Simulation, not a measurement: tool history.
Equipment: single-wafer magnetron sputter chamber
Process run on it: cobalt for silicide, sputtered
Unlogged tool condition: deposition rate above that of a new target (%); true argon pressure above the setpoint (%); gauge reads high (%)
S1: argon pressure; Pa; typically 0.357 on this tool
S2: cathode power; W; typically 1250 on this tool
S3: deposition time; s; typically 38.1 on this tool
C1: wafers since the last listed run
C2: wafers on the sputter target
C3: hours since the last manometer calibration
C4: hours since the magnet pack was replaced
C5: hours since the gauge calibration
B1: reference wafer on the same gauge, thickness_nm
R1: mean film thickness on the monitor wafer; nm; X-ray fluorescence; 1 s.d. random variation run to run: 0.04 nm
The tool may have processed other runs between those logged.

run   hour     S1    S2    S3   C1    C2      C3       C4     C5      B1      R1
  1    0.0  0.357  1050  32.7    0  1538   859.4  10915.9  345.6  24.805  19.793
  2   31.4  0.357  1050  32.7  591  2129   890.8  10947.3  377.0  24.797  19.832
  3   52.2  0.357  1250  35.7  391  2521   911.6  10968.1  397.8  24.799  24.844
  4   81.3  0.357  1250  35.7  548  3069   940.7  10997.2  426.9  24.786  24.730
  5  102.3  0.357  1250  38.1  395  3465   961.7  11018.2  447.9  24.805  26.317
  6  122.2  0.357  1250  38.1  374  3839   981.6  11038.1  467.8  24.802  26.322
     137.9  -- magnet pack replaced
  7  152.2  0.357  1450  38.1  414  4254  1011.6     14.3  497.8  24.801  29.669
     173.0  -- capacitance manometer re-zeroed and calibrated
     176.2  -- sputter target and shields replaced
  8  176.7  0.357  1450  38.1  251    10     3.7     38.8  522.3  24.804  29.759
  9  185.8  0.452  1250  38.1  171   181    12.8     47.9  531.4  24.797  25.522
     188.2  -- gauge calibrated
 10  211.5  0.452  1250  38.1  484   665    38.5     73.6   23.3  24.800  25.512
 11  235.2  0.357  1450  38.1  446  1111    62.2     97.3   47.0  24.799  29.708
 12  264.3  0.357  1550  40.1  548  1659    91.3    126.4   76.1  24.801  32.994
 13  290.9  0.357   950  44.0  500  2160   117.9    153.0  102.7  24.810  24.416
 14  313.6  0.357  1250  35.7  427  2588   140.6    175.7  125.4  24.801  24.514
 15  340.1  0.406  1350  34.4  499  3087   167.1    202.2  151.9  24.806  24.748
 16  356.0  0.357  1250  38.1  299  3387   183.0    218.1  167.8  24.798  26.191
     386.4  -- sputter target and shields replaced
 17  386.9  0.470  1550  30.7  431     8   213.9    249.0  198.7  24.799  24.623
 18  404.7  0.437  1350  38.1  335   343   231.7    266.8  216.5  24.785  27.543
 19  417.3  0.318  1150  38.1  237   581   244.3    279.4  229.1  24.801  25.123
 20  430.1  0.463  1550  33.4  241   822   257.1    292.2  241.9  24.799  26.802

Here are 5 independent what-if runs from the current tool condition. What would each one return?
  A  430.5  0.357  1250  32.7   7  829  257.5  292.6  242.3   ?   ?
  B  430.5  0.492  1450  43.4   7  829  257.5  292.6  242.3   ?   ?
  C  430.5  0.282  1450  41.6   7  829  257.5  292.6  242.3   ?   ?
  D  430.5  0.276  1000  44.1   7  829  257.5  292.6  242.3   ?   ?
  E  430.5  0.273  1450  34.1   7  829  257.5  292.6  242.3   ?   ?

run      B1      R1
  A  24.800  22.789
  B  24.800  32.732
  C  24.800  33.561
  D  24.800  26.426
  E  24.800  27.591
Take away the tool's hidden state, keep each run's random variation, and the runs would have read:
run      R1
  A  22.751
  B  32.641
  C  33.527
  D  26.400
  E  27.565

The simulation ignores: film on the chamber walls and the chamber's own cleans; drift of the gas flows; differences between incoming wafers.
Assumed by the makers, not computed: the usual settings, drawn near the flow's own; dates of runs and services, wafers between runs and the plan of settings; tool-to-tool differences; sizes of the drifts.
